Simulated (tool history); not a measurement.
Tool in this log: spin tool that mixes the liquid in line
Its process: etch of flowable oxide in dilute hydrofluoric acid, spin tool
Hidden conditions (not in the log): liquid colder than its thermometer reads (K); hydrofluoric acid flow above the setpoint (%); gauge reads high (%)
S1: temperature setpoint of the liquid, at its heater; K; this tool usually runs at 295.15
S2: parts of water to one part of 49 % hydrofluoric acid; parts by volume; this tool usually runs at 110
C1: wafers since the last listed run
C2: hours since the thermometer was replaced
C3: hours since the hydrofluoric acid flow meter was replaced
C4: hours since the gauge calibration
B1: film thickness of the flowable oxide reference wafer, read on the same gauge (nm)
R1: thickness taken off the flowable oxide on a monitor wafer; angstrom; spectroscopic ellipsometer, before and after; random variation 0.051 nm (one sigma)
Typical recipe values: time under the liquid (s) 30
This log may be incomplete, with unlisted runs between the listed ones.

{"run": 1, "hour": 0.0, "S1": 295.15, "S2": 110, "time under the liquid (s)": 30, "C1": 0, "C2": 375.8, "C3": 14.1, "C4": 746.9, "B1": 90.01, "R1": 110.3}
{"run": 2, "hour": 101.8, "S1": 295.15, "S2": 110, "time under the liquid (s)": 30, "C1": 1007, "C2": 477.6, "C3": 115.9, "C4": 848.7, "B1": 90.03, "R1": 112.1}
{"run": 3, "hour": 142.1, "S1": 295.15, "S2": 110, "time under the liquid (s)": 30, "C1": 398, "C2": 517.9, "C3": 156.2, "C4": 889, "B1": 90.01, "R1": 112}
{"run": 4, "hour": 188.6, "S1": 295.15, "S2": 110, "time under the liquid (s)": 30, "C1": 460, "C2": 564.4, "C3": 202.7, "C4": 935.5, "B1": 89.99, "R1": 110.9}
{"run": 5, "hour": 259.5, "S1": 295.15, "S2": 110, "time under the liquid (s)": 30, "C1": 701, "C2": 635.3, "C3": 273.6, "C4": 1006.4, "B1": 90, "R1": 111.5}
{"run": 6, "hour": 338.1, "S1": 295.15, "S2": 110, "time under the liquid (s)": 30, "C1": 777, "C2": 713.9, "C3": 352.2, "C4": 1085, "B1": 89.94, "R1": 111.8}
{"run": 7, "hour": 434.9, "S1": 295.15, "S2": 110, "time under the liquid (s)": 30, "C1": 957, "C2": 810.7, "C3": 449, "C4": 1181.8, "B1": 90.02, "R1": 111.3}
{"run": 8, "hour": 486.4, "S1": 295.15, "S2": 110, "time under the liquid (s)": 30, "C1": 509, "C2": 862.2, "C3": 500.5, "C4": 1233.3, "B1": 90, "R1": 111.1}
{"run": 9, "hour": 561.4, "S1": 295.15, "S2": 110, "time under the liquid (s)": 30, "C1": 742, "C2": 937.2, "C3": 575.5, "C4": 1308.3, "B1": 89.98, "R1": 111.4}
{"run": 10, "hour": 658.3, "S1": 295.15, "S2": 110, "time under the liquid (s)": 30, "C1": 958, "C2": 1034.1, "C3": 672.4, "C4": 1405.2, "B1": 90.04, "R1": 110.6}
{"run": 11, "hour": 728.4, "S1": 295.15, "S2": 85, "time under the liquid (s)": 30, "C1": 693, "C2": 1104.2, "C3": 742.5, "C4": 1475.3, "B1": 90.04, "R1": 149.8}
{"run": 12, "hour": 797.6, "S1": 295.15, "S2": 85, "time under the liquid (s)": 30, "C1": 684, "C2": 1173.4, "C3": 811.7, "C4": 1544.5, "B1": 90.05, "R1": 148.9}
{"run": 13, "hour": 844.7, "S1": 295.15, "S2": 150, "time under the liquid (s)": 25, "C1": 466, "C2": 1220.5, "C3": 858.8, "C4": 1591.6, "B1": 90.03, "R1": 66}
{"run": 14, "hour": 901.7, "S1": 295.15, "S2": 150, "time under the liquid (s)": 25, "C1": 563, "C2": 1277.5, "C3": 915.8, "C4": 1648.6, "B1": 90.01, "R1": 65.4}
{"hour": 930.7, "done": "hydrofluoric acid flow meter replaced"}
{"hour": 985.1, "done": "thermometer replaced"}
{"run": 15, "hour": 1000.3, "S1": 295.15, "S2": 150, "time under the liquid (s)": 25, "C1": 955, "C2": 15.2, "C3": 69.6, "C4": 1747.2, "B1": 89.98, "R1": 66.3}
{"run": 16, "hour": 1036.5, "S1": 296.65, "S2": 55, "time under the liquid (s)": 30, "C1": 358, "C2": 51.4, "C3": 105.8, "C4": 1783.4, "B1": 90.01, "R1": 259.1}
{"run": 17, "hour": 1123.1, "S1": 295.15, "S2": 165, "time under the liquid (s)": 35, "C1": 856, "C2": 138, "C3": 192.4, "C4": 1870, "B1": 90, "R1": 82.9}
{"run": 18, "hour": 1195.0, "S1": 298.65, "S2": 80, "time under the liquid (s)": 40, "C1": 711, "C2": 209.9, "C3": 264.3, "C4": 1941.9, "B1": 90.04, "R1": 247.9}
{"run": 19, "hour": 1286.3, "S1": 296.65, "S2": 130, "time under the liquid (s)": 15, "C1": 903, "C2": 301.2, "C3": 355.6, "C4": 2033.2, "B1": 90.06, "R1": 49.3}
{"run": 20, "hour": 1339.9, "S1": 295.15, "S2": 110, "time under the liquid (s)": 20, "C1": 530, "C2": 354.8, "C3": 409.2, "C4": 2086.8, "B1": 89.99, "R1": 75.5}
{"run": 21, "hour": 1394.2, "S1": 295.15, "S2": 110, "time under the liquid (s)": 30, "C1": 537, "C2": 409.1, "C3": 463.5, "C4": 2141.1, "B1": 90, "R1": 114.4}
{"run": 22, "hour": 1486.2, "S1": 295.15, "S2": 110, "time under the liquid (s)": 30, "C1": 910, "C2": 501.1, "C3": 555.5, "C4": 2233.1, "B1": 89.97, "R1": 113}
{"hour": 1645.2, "done": "gauge calibrated"}
{"run": 23, "hour": 1756.8, "S1": 295.15, "S2": 110, "time under the liquid (s)": 30, "C1": 2677, "C2": 771.7, "C3": 826.1, "C4": 111.6, "B1": 90.02, "R1": 114.1}
{"run": 24, "hour": 1828.2, "S1": 295.15, "S2": 110, "time under the liquid (s)": 30, "C1": 706, "C2": 843.1, "C3": 897.5, "C4": 183, "B1": 90.01, "R1": 113.8}
{"hour": 1836.8, "done": "hydrofluoric acid flow meter replaced"}
{"run": 25, "hour": 1910.3, "S1": 290.65, "S2": 70, "time under the liquid (s)": 30, "C1": 802, "C2": 925.2, "C3": 73.5, "C4": 265.1, "B1": 90, "R1": 148.8}
{"run": 26, "hour": 1964.5, "S1": 295.15, "S2": 110, "time under the liquid (s)": 30, "C1": 536, "C2": 979.4, "C3": 127.7, "C4": 319.3, "B1": 89.96, "R1": 110.1}
{"run": 27, "hour": 2069.6, "S1": 293.65, "S2": 110, "time under the liquid (s)": 30, "C1": 1039, "C2": 1084.5, "C3": 232.8, "C4": 424.4, "B1": 89.99, "R1": 102.4}
{"run": 28, "hour": 2118.9, "S1": 291.65, "S2": 140, "time under the liquid (s)": 45, "C1": 487, "C2": 1133.8, "C3": 282.1, "C4": 473.7, "B1": 89.98, "R1": 108.3}
{"hour": 2177.5, "done": "thermometer replaced"}
{"run": 29, "hour": 2201.9, "S1": 297.65, "S2": 140, "time under the liquid (s)": 20, "C1": 811, "C2": 24.4, "C3": 365.1, "C4": 556.7, "B1": 90.02, "R1": 63.5}
{"run": 30, "hour": 2253.1, "S1": 293.65, "S2": 80, "time under the liquid (s)": 20, "C1": 506, "C2": 75.6, "C3": 416.3, "C4": 607.9, "B1": 90, "R1": 101.8}
{"run": 31, "hour": 2322.1, "S1": 295.15, "S2": 110, "time under the liquid (s)": 30, "C1": 682, "C2": 144.6, "C3": 485.3, "C4": 676.9, "B1": 90.02, "R1": 113.2}
{"run": 32, "hour": 2420.1, "S1": 295.15, "S2": 135, "time under the liquid (s)": 30, "C1": 969, "C2": 242.6, "C3": 583.3, "C4": 774.9, "B1": 89.96, "R1": 90.6}

Hidden state at the last listed run before each entry between runs and at the first one after, where it differs:
Runs 14 to 15: hydrofluoric acid flow meter replaced (hour 930.7); thermometer replaced (hour 985.1)
  liquid colder than its thermometer reads (K): 1.19 -> 0.04; hydrofluoric acid flow above the setpoint (%): 3.85 -> 0.737
  measured result minus the result with no hidden state, R1: -0.2 -> +0.4 angstrom
Runs 22 to 23: gauge calibrated (hour 1645.2)
  liquid colder than its thermometer reads (K): 0.46 -> 0.694; hydrofluoric acid flow above the setpoint (%): 2.48 -> 3.45
  measured result minus the result with no hidden state, R1: +1 -> +1.2 angstrom
Runs 24 to 25: hydrofluoric acid flow meter replaced (hour 1836.8)
  liquid colder than its thermometer reads (K): 0.756 -> 0.827; hydrofluoric acid flow above the setpoint (%): 3.71 -> 0.491
  measured result minus the result with no hidden state, R1: +1.1 -> -4.6 angstrom
Runs 28 to 29: thermometer replaced (hour 2177.5)
  liquid colder than its thermometer reads (K): 1.01 -> 0.112; hydrofluoric acid flow above the setpoint (%): 1.24 -> 1.54
  measured result minus the result with no hidden state, R1: -2.9 -> +0.9 angstrom
